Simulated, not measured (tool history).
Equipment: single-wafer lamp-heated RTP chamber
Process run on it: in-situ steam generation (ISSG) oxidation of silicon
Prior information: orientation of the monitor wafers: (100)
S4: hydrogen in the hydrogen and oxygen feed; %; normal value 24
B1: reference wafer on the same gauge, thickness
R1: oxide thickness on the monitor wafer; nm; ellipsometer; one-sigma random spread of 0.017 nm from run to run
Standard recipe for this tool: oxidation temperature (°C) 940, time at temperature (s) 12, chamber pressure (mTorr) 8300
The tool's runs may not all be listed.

{"run": 1, "hour": 0.0, "oxidation temperature (°C)": 940, "time at temperature (s)": 12, "chamber pressure (mTorr)": 8300, "S4": 24, "B1": 3.912, "R1": 4.077}
{"run": 2, "hour": 35.8, "oxidation temperature (°C)": 940, "time at temperature (s)": 12, "chamber pressure (mTorr)": 8300, "S4": 24, "B1": 3.91, "R1": 4.094}
{"run": 3, "hour": 83.3, "oxidation temperature (°C)": 940, "time at temperature (s)": 12, "chamber pressure (mTorr)": 8300, "S4": 24, "B1": 3.91, "R1": 4.142}
{"run": 4, "hour": 115.1, "oxidation temperature (°C)": 940, "time at temperature (s)": 12, "chamber pressure (mTorr)": 8300, "S4": 24, "B1": 3.907, "R1": 4.124}
{"hour": 150.1, "done": "pyrometer window cleaned and pyrometer calibrated"}
{"run": 5, "hour": 250.0, "oxidation temperature (°C)": 951, "time at temperature (s)": 12, "chamber pressure (mTorr)": 8300, "S4": 24, "B1": 3.909, "R1": 4.261}
{"hour": 296.6, "done": "hydrogen flow controller replaced"}
{"hour": 311.6, "done": "pyrometer window cleaned and pyrometer calibrated"}
{"hour": 316.3, "done": "pressure gauge zeroed"}
{"run": 6, "hour": 316.8, "oxidation temperature (°C)": 951, "time at temperature (s)": 12, "chamber pressure (mTorr)": 8300, "S4": 24, "B1": 3.909, "R1": 4.202}
{"run": 7, "hour": 373.9, "oxidation temperature (°C)": 940, "time at temperature (s)": 12, "chamber pressure (mTorr)": 8300, "S4": 24, "B1": 3.911, "R1": 4.112}
{"run": 8, "hour": 414.4, "oxidation temperature (°C)": 940, "time at temperature (s)": 12, "chamber pressure (mTorr)": 8300, "S4": 24, "B1": 3.909, "R1": 4.128}
{"hour": 472.6, "done": "pyrometer window cleaned and pyrometer calibrated"}
{"run": 9, "hour": 473.1, "oxidation temperature (°C)": 940, "time at temperature (s)": 12, "chamber pressure (mTorr)": 8300, "S4": 24, "B1": 3.909, "R1": 4.045}
{"run": 10, "hour": 502.3, "oxidation temperature (°C)": 952, "time at temperature (s)": 14, "chamber pressure (mTorr)": 8300, "S4": 24, "B1": 3.909, "R1": 4.442}
{"hour": 579.6, "done": "gauge calibrated"}
{"hour": 655.9, "done": "pyrometer window cleaned and pyrometer calibrated"}
{"run": 11, "hour": 662.7, "oxidation temperature (°C)": 948, "time at temperature (s)": 8, "chamber pressure (mTorr)": 8300, "S4": 24, "B1": 3.909, "R1": 3.59}
{"run": 12, "hour": 708.5, "oxidation temperature (°C)": 932, "time at temperature (s)": 12, "chamber pressure (mTorr)": 8300, "S4": 24, "B1": 3.909, "R1": 4.031}
{"run": 13, "hour": 762.3, "oxidation temperature (°C)": 930, "time at temperature (s)": 14, "chamber pressure (mTorr)": 7100, "S4": 24, "B1": 3.91, "R1": 4.308}
{"run": 14, "hour": 822.9, "oxidation temperature (°C)": 940, "time at temperature (s)": 10, "chamber pressure (mTorr)": 9600, "S4": 32, "B1": 3.911, "R1": 4.142}
{"hour": 856.1, "done": "pyrometer window cleaned and pyrometer calibrated"}
{"run": 15, "hour": 874.5, "oxidation temperature (°C)": 940, "time at temperature (s)": 12, "chamber pressure (mTorr)": 8300, "S4": 30, "B1": 3.913, "R1": 4.324}
{"run": 16, "hour": 899.6, "oxidation temperature (°C)": 940, "time at temperature (s)": 12, "chamber pressure (mTorr)": 8300, "S4": 24, "B1": 3.912, "R1": 4.131}

Consider 4 possible next runs. They are alternatives, not a sequence: every one starts from the tool as it was left by run 16. What does each give?
{"run": "A", "hour": 900.0, "oxidation temperature (°C)": 940, "time at temperature (s)": 12, "chamber pressure (mTorr)": 8300, "S4": 24, "B1": "?", "R1": "?"}
{"run": "B", "hour": 900.0, "oxidation temperature (°C)": 926, "time at temperature (s)": 12, "chamber pressure (mTorr)": 8300, "S4": 24, "B1": "?", "R1": "?"}
{"run": "C", "hour": 900.0, "oxidation temperature (°C)": 923, "time at temperature (s)": 12, "chamber pressure (mTorr)": 7200, "S4": 24, "B1": "?", "R1": "?"}
{"run": "D", "hour": 900.0, "oxidation temperature (°C)": 940, "time at temperature (s)": 12, "chamber pressure (mTorr)": 7000, "S4": 24, "B1": "?", "R1": "?"}

run=A B1=3.913 R1=4.099
run=B B1=3.913 R1=3.970
run=C B1=3.913 R1=3.949
run=D B1=3.913 R1=4.098
Without the tool's hidden state the same runs would have given:
run=A R1=4.038
run=B R1=3.916
run=C R1=3.896
run=D R1=4.036
